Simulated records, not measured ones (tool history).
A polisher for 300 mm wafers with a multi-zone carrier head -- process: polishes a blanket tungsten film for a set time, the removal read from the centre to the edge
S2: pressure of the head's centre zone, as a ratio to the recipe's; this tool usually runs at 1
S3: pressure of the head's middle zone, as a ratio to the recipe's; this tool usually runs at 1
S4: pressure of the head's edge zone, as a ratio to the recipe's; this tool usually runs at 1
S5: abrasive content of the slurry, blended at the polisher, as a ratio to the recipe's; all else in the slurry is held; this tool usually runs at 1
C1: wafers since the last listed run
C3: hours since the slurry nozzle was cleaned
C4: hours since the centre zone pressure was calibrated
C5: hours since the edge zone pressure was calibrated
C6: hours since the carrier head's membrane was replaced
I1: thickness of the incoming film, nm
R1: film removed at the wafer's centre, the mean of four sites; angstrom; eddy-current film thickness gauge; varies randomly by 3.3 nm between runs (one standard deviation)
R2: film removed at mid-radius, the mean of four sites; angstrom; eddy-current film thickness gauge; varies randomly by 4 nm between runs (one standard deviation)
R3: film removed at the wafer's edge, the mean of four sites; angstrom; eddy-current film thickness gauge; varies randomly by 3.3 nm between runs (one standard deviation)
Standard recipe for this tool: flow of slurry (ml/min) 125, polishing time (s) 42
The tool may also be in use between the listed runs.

{"run": 1, "hour": 0.0, "flow of slurry (ml/min)": 125, "S2": 1, "S3": 1, "S4": 1, "S5": 1, "polishing time (s)": 42, "C1": 0, "wafers polished on this pad": 1004, "C3": 47.8, "C4": 1374.4, "C5": 38.3, "C6": 1744.8, "I1": 681.4, "R1": 2569, "R2": 2647, "R3": 2564}
{"run": 2, "hour": 16.1, "flow of slurry (ml/min)": 125, "S2": 1, "S3": 1, "S4": 1, "S5": 1, "polishing time (s)": 42, "C1": 95, "wafers polished on this pad": 1099, "C3": 63.9, "C4": 1390.5, "C5": 54.4, "C6": 1760.9, "I1": 674.8, "R1": 2535, "R2": 2674, "R3": 2541}
{"run": 3, "hour": 50.5, "flow of slurry (ml/min)": 125, "S2": 1, "S3": 1, "S4": 1, "S5": 1, "polishing time (s)": 42, "C1": 203, "wafers polished on this pad": 1302, "C3": 98.3, "C4": 1424.9, "C5": 88.8, "C6": 1795.3, "I1": 687.9, "R1": 2517, "R2": 2613, "R3": 2483}
{"hour": 85.6, "done": "worn pad replaced by a new one, of another model than before"}
{"run": 4, "hour": 86.1, "flow of slurry (ml/min)": 125, "S2": 1, "S3": 1, "S4": 1, "S5": 1.15, "polishing time (s)": 42, "C1": 186, "wafers polished on this pad": 2, "C3": 133.9, "C4": 1460.5, "C5": 124.4, "C6": 1830.9, "I1": 682.5, "R1": 2498, "R2": 2554, "R3": 2521}
{"run": 5, "hour": 110.8, "flow of slurry (ml/min)": 125, "S2": 1, "S3": 1, "S4": 1, "S5": 1.15, "polishing time (s)": 42, "C1": 145, "wafers polished on this pad": 148, "C3": 158.6, "C4": 1485.2, "C5": 149.1, "C6": 1855.6, "I1": 674, "R1": 2429, "R2": 2596, "R3": 2530}
{"run": 6, "hour": 123.0, "flow of slurry (ml/min)": 125, "S2": 1, "S3": 1, "S4": 1, "S5": 1.15, "polishing time (s)": 42, "C1": 72, "wafers polished on this pad": 220, "C3": 170.8, "C4": 1497.4, "C5": 161.3, "C6": 1867.8, "I1": 690.7, "R1": 2353, "R2": 2556, "R3": 2484}
{"run": 7, "hour": 152.7, "flow of slurry (ml/min)": 125, "S2": 1, "S3": 1, "S4": 1, "S5": 1.1, "polishing time (s)": 42, "C1": 175, "wafers polished on this pad": 396, "C3": 200.5, "C4": 1527.1, "C5": 191, "C6": 1897.5, "I1": 674.5, "R1": 2273, "R2": 2448, "R3": 2453}
{"hour": 165.1, "done": "centre zone pressure recalibrated"}
{"run": 8, "hour": 187.6, "flow of slurry (ml/min)": 125, "S2": 1, "S3": 1, "S4": 1, "S5": 1, "polishing time (s)": 42, "C1": 194, "wafers polished on this pad": 590, "C3": 235.4, "C4": 22.5, "C5": 225.9, "C6": 1932.4, "I1": 667.1, "R1": 2152, "R2": 2331, "R3": 2363}
{"hour": 204.7, "done": "slurry nozzle cleaned"}
{"run": 9, "hour": 210.5, "flow of slurry (ml/min)": 125, "S2": 1, "S3": 1, "S4": 1, "S5": 1, "polishing time (s)": 42, "C1": 129, "wafers polished on this pad": 719, "C3": 5.8, "C4": 45.4, "C5": 248.8, "C6": 1955.3, "I1": 676.2, "R1": 2601, "R2": 2709, "R3": 2559}
{"run": 10, "hour": 237.5, "flow of slurry (ml/min)": 125, "S2": 1, "S3": 1, "S4": 1, "S5": 1, "polishing time (s)": 54, "C1": 159, "wafers polished on this pad": 879, "C3": 32.8, "C4": 72.4, "C5": 275.8, "C6": 1982.3, "I1": 688.2, "R1": 3187, "R2": 3421, "R3": 3278}
{"run": 11, "hour": 259.6, "flow of slurry (ml/min)": 125, "S2": 1, "S3": 0.95, "S4": 1, "S5": 0.75, "polishing time (s)": 50, "C1": 130, "wafers polished on this pad": 1009, "C3": 54.9, "C4": 94.5, "C5": 297.9, "C6": 2004.4, "I1": 694, "R1": 2876, "R2": 2834, "R3": 2850}
{"run": 12, "hour": 272.7, "flow of slurry (ml/min)": 125, "S2": 1, "S3": 1, "S4": 1, "S5": 1, "polishing time (s)": 42, "C1": 77, "wafers polished on this pad": 1087, "C3": 68, "C4": 107.6, "C5": 311, "C6": 2017.5, "I1": 690.2, "R1": 2499, "R2": 2549, "R3": 2474}
{"hour": 294.0, "done": "worn pad replaced by a new one"}
{"run": 13, "hour": 294.6, "flow of slurry (ml/min)": 80, "S2": 0.94, "S3": 0.95, "S4": 1, "S5": 1, "polishing time (s)": 42, "C1": 105, "wafers polished on this pad": 3, "C3": 89.9, "C4": 129.5, "C5": 332.9, "C6": 2039.4, "I1": 684.1, "R1": 1544, "R2": 1716, "R3": 2049}
{"hour": 324.3, "done": "carrier head's membrane replaced by a new one"}
{"run": 14, "hour": 324.8, "flow of slurry (ml/min)": 125, "S2": 1.05, "S3": 0.93, "S4": 1, "S5": 1, "polishing time (s)": 50, "C1": 148, "wafers polished on this pad": 152, "C3": 120.1, "C4": 159.7, "C5": 363.1, "C6": 0.5, "I1": 682.9, "R1": 3023, "R2": 2821, "R3": 2983}
{"hour": 335.3, "done": "edge zone pressure recalibrated"}
{"run": 15, "hour": 341.5, "flow of slurry (ml/min)": 125, "S2": 0.9, "S3": 1, "S4": 0.91, "S5": 0.8, "polishing time (s)": 34, "C1": 86, "wafers polished on this pad": 239, "C3": 136.8, "C4": 176.4, "C5": 6.2, "C6": 17.2, "I1": 665.8, "R1": 1672, "R2": 1881, "R3": 1833}
{"run": 16, "hour": 411.5, "flow of slurry (ml/min)": 160, "S2": 1, "S3": 1, "S4": 1, "S5": 0.75, "polishing time (s)": 42, "C1": 413, "wafers polished on this pad": 652, "C3": 206.8, "C4": 246.4, "C5": 76.2, "C6": 87.2, "I1": 668.4, "R1": 2397, "R2": 2509, "R3": 2450}
{"run": 17, "hour": 432.1, "flow of slurry (ml/min)": 125, "S2": 1, "S3": 1, "S4": 1.12, "S5": 1, "polishing time (s)": 35, "C1": 121, "wafers polished on this pad": 774, "C3": 227.4, "C4": 267, "C5": 96.8, "C6": 107.8, "I1": 691, "R1": 1864, "R2": 1951, "R3": 2061}
{"run": 18, "hour": 455.8, "flow of slurry (ml/min)": 125, "S2": 1, "S3": 1.04, "S4": 1, "S5": 1, "polishing time (s)": 42, "C1": 139, "wafers polished on this pad": 914, "C3": 251.1, "C4": 290.7, "C5": 120.5, "C6": 131.5, "I1": 678.5, "R1": 2181, "R2": 2402, "R3": 2350}
{"hour": 482.5, "done": "slurry nozzle cleaned"}
{"run": 19, "hour": 488.5, "flow of slurry (ml/min)": 125, "S2": 1, "S3": 1, "S4": 1, "S5": 1.15, "polishing time (s)": 42, "C1": 187, "wafers polished on this pad": 1101, "C3": 6, "C4": 323.4, "C5": 153.2, "C6": 164.2, "I1": 664.9, "R1": 2690, "R2": 2718, "R3": 2668}

Run 20 is up next; what results do you expect?
{"run": 20, "hour": 502.6, "flow of slurry (ml/min)": 125, "S2": 1, "S3": 0.94, "S4": 1, "S5": 1, "polishing time (s)": 42, "C1": 83, "wafers polished on this pad": 1184, "C3": 20.1, "C4": 337.5, "C5": 167.3, "C6": 178.3, "I1": 677.5, "R1": "?", "R2": "?", "R3": "?"}

Run 20 came out at R1 2573 angstrom, R2 2574 angstrom, R3 2598 angstrom.
If the tool had no hidden condition, the same run with the same run-to-run variation would have returned R1 2612 angstrom, R2 2608 angstrom, R3 2621 angstrom.

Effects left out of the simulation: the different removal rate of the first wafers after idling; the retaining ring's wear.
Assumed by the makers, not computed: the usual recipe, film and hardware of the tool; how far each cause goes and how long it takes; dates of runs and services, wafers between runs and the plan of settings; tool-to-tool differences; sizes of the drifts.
